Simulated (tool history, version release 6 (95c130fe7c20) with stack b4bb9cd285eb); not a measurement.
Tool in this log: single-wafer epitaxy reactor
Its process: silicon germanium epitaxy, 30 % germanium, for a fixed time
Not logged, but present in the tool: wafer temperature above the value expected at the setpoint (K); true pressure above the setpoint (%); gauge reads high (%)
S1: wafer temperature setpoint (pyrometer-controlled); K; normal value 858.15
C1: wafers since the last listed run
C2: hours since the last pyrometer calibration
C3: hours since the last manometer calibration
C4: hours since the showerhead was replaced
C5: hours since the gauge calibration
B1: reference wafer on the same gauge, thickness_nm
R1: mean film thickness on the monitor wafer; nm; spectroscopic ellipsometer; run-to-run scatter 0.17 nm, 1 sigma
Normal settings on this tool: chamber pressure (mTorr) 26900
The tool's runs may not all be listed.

run 1 hour=0.0 | S1=858.15 chamber_pressure_(mTorr)=26900 | C1=0 C2=2207.1 C3=2349.9 C4=3025.0 C5=227.7 | B1=63.312 | R1=60.196
run 2 hour=54.4 | S1=848.15 chamber_pressure_(mTorr)=26900 | C1=1168 C2=2261.5 C3=2404.3 C4=3079.4 C5=282.1 | B1=63.259 | R1=48.321
run 3 hour=115.3 | S1=848.15 chamber_pressure_(mTorr)=26900 | C1=1308 C2=2322.4 C3=2465.2 C4=3140.3 C5=343.0 | B1=63.308 | R1=48.237
run 4 hour=182.5 | S1=848.15 chamber_pressure_(mTorr)=26900 | C1=1443 C2=2389.6 C3=2532.4 C4=3207.5 C5=410.2 | B1=63.335 | R1=48.053
run 5 hour=266.9 | S1=861.15 chamber_pressure_(mTorr)=26900 | C1=1812 C2=2474.0 C3=2616.8 C4=3291.9 C5=494.6 | B1=63.355 | R1=64.508
run 6 hour=308.1 | S1=861.15 chamber_pressure_(mTorr)=26900 | C1=884 C2=2515.2 C3=2658.0 C4=3333.1 C5=535.8 | B1=63.373 | R1=64.064
run 7 hour=372.6 | S1=858.15 chamber_pressure_(mTorr)=30700 | C1=1385 C2=2579.7 C3=2722.5 C4=3397.6 C5=600.3 | B1=63.250 | R1=63.626
-- hour=403.4 gauge calibrated
-- hour=428.0 capacitance manometer re-zeroed and calibrated
run 8 hour=439.2 | S1=858.15 chamber_pressure_(mTorr)=30700 | C1=1258 C2=2646.3 C3=11.2 C4=3464.2 C5=35.8 | B1=63.362 | R1=63.560
run 9 hour=476.5 | S1=858.15 chamber_pressure_(mTorr)=26900 | C1=801 C2=2683.6 C3=48.5 C4=3501.5 C5=73.1 | B1=63.305 | R1=60.621
-- hour=492.5 pyrometer calibrated
run 10 hour=583.4 | S1=858.15 chamber_pressure_(mTorr)=26900 | C1=2124 C2=90.9 C3=155.4 C4=3608.4 C5=180.0 | B1=63.332 | R1=56.828
-- hour=641.9 showerhead replaced, of another model than before
run 11 hour=686.4 | S1=850.15 chamber_pressure_(mTorr)=21200 | C1=2040 C2=193.9 C3=258.4 C4=44.5 C5=283.0 | B1=63.259 | R1=45.877
run 12 hour=754.3 | S1=858.15 chamber_pressure_(mTorr)=26900 | C1=1458 C2=261.8 C3=326.3 C4=112.4 C5=350.9 | B1=63.266 | R1=57.174
run 13 hour=860.9 | S1=846.15 chamber_pressure_(mTorr)=23200 | C1=2289 C2=368.4 C3=432.9 C4=219.0 C5=457.5 | B1=63.366 | R1=42.806
run 14 hour=910.8 | S1=871.15 chamber_pressure_(mTorr)=33400 | C1=1071 C2=418.3 C3=482.8 C4=268.9 C5=507.4 | B1=63.268 | R1=79.448
run 15 hour=968.0 | S1=849.15 chamber_pressure_(mTorr)=28800 | C1=1228 C2=475.5 C3=540.0 C4=326.1 C5=564.6 | B1=63.258 | R1=47.679
run 16 hour=1007.9 | S1=848.15 chamber_pressure_(mTorr)=26900 | C1=857 C2=515.4 C3=579.9 C4=366.0 C5=604.5 | B1=63.352 | R1=46.369
run 17 hour=1064.6 | S1=847.15 chamber_pressure_(mTorr)=32000 | C1=1217 C2=572.1 C3=636.6 C4=422.7 C5=661.2 | B1=63.309 | R1=46.799
-- hour=1078.2 gauge calibrated
run 18 hour=1103.0 | S1=850.15 chamber_pressure_(mTorr)=31300 | C1=824 C2=610.5 C3=675.0 C4=461.1 C5=24.8 | B1=63.242 | R1=49.710

Branching from run 18: 4 alternative next runs. What would each branch give?
run A hour=1103.4 | S1=858.15 chamber_pressure_(mTorr)=21500 | C1=8 C2=610.9 C3=675.4 C4=461.5 C5=25.2 | B1=? | R1=?
run B hour=1103.4 | S1=858.15 chamber_pressure_(mTorr)=20600 | C1=8 C2=610.9 C3=675.4 C4=461.5 C5=25.2 | B1=? | R1=?
run C hour=1103.4 | S1=845.15 chamber_pressure_(mTorr)=26900 | C1=8 C2=610.9 C3=675.4 C4=461.5 C5=25.2 | B1=? | R1=?
run D hour=1103.4 | S1=849.15 chamber_pressure_(mTorr)=21600 | C1=8 C2=610.9 C3=675.4 C4=461.5 C5=25.2 | B1=? | R1=?

run=A B1=63.325 R1=55.089
run=B B1=63.325 R1=54.678
run=C B1=63.325 R1=43.224
run=D B1=63.325 R1=45.318
Take away the tool's hidden state, keep each run's random variation, and the runs would have read:
run=A R1=54.415
run=B R1=54.009
run=C R1=42.676
run=D R1=44.750
